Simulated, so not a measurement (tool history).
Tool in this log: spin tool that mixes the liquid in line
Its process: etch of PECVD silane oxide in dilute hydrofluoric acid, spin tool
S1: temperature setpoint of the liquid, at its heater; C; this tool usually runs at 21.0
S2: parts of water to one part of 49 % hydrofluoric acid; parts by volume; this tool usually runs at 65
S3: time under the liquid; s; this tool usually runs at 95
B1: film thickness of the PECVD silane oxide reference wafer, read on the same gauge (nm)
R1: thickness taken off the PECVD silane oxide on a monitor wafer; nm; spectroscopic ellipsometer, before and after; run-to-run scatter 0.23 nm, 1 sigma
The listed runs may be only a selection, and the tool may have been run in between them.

run 1 day=0.000 | S1=21.0 S2=65 S3=95 | B1=120.01 | R1=27.89
run 2 day=1.429 | S1=21.0 S2=65 S3=95 | B1=120.02 | R1=28.62
run 3 day=2.512 | S1=21.0 S2=65 S3=95 | B1=120.02 | R1=27.90
run 4 day=11.117 | S1=21.0 S2=65 S3=95 | B1=120.00 | R1=28.62
-- day=13.592 gauge calibrated
run 5 day=13.617 | S1=21.0 S2=65 S3=130 | B1=119.98 | R1=39.37
run 6 day=14.725 | S1=21.0 S2=65 S3=95 | B1=119.99 | R1=29.01
run 7 day=17.258 | S1=21.0 S2=65 S3=95 | B1=120.00 | R1=29.07
run 8 day=19.583 | S1=21.0 S2=65 S3=95 | B1=120.01 | R1=28.94
run 9 day=21.883 | S1=21.0 S2=60 S3=95 | B1=119.96 | R1=31.68
run 10 day=23.475 | S1=21.0 S2=65 S3=95 | B1=120.02 | R1=29.31
run 11 day=24.775 | S1=21.0 S2=65 S3=95 | B1=119.98 | R1=29.22
-- day=25.925 hydrofluoric acid flow meter replaced
run 12 day=30.162 | S1=21.0 S2=65 S3=95 | B1=120.02 | R1=26.67
run 13 day=31.833 | S1=21.0 S2=65 S3=95 | B1=119.99 | R1=26.28
run 14 day=34.308 | S1=21.0 S2=65 S3=95 | B1=120.02 | R1=26.68
run 15 day=37.046 | S1=19.0 S2=65 S3=130 | B1=120.02 | R1=33.71
-- day=39.138 thermometer replaced
run 16 day=39.796 | S1=21.0 S2=65 S3=95 | B1=119.99 | R1=26.94
run 17 day=40.900 | S1=21.0 S2=65 S3=95 | B1=120.02 | R1=26.95
run 18 day=43.621 | S1=18.5 S2=65 S3=95 | B1=120.02 | R1=24.54
run 19 day=45.900 | S1=17.0 S2=45 S3=95 | B1=119.95 | R1=33.96
run 20 day=47.867 | S1=17.0 S2=65 S3=95 | B1=120.02 | R1=22.80
-- day=48.554 gauge calibrated
run 21 day=53.292 | S1=18.0 S2=40 S3=95 | B1=119.95 | R1=40.79
run 22 day=54.412 | S1=21.0 S2=65 S3=125 | B1=120.02 | R1=36.20
run 23 day=61.346 | S1=21.0 S2=65 S3=75 | B1=120.00 | R1=21.82
run 24 day=63.604 | S1=23.5 S2=75 S3=60 | B1=120.00 | R1=16.81
run 25 day=64.833 | S1=21.0 S2=65 S3=95 | B1=119.99 | R1=27.91
run 26 day=66.192 | S1=21.0 S2=65 S3=95 | B1=120.01 | R1=27.83
run 27 day=67.292 | S1=21.0 S2=65 S3=95 | B1=120.02 | R1=28.11
run 28 day=68.792 | S1=21.0 S2=65 S3=150 | B1=120.00 | R1=44.48

Branching from run 28: 4 alternative next runs. What would each branch give?
run A day=68.808 | S1=21.0 S2=65 S3=95 | B1=? | R1=?
run B day=68.808 | S1=19.5 S2=50 S3=45 | B1=? | R1=?
run C day=68.808 | S1=24.0 S2=65 S3=95 | B1=? | R1=?
run D day=68.808 | S1=19.0 S2=85 S3=95 | B1=? | R1=?

run=A B1=120.05 R1=28.04
run=B B1=120.05 R1=16.48
run=C B1=120.05 R1=31.74
run=D B1=120.05 R1=19.29
Without the tool's hidden state the same runs would have given:
run=A R1=26.35
run=B R1=15.51
run=C R1=29.82
run=D R1=18.11
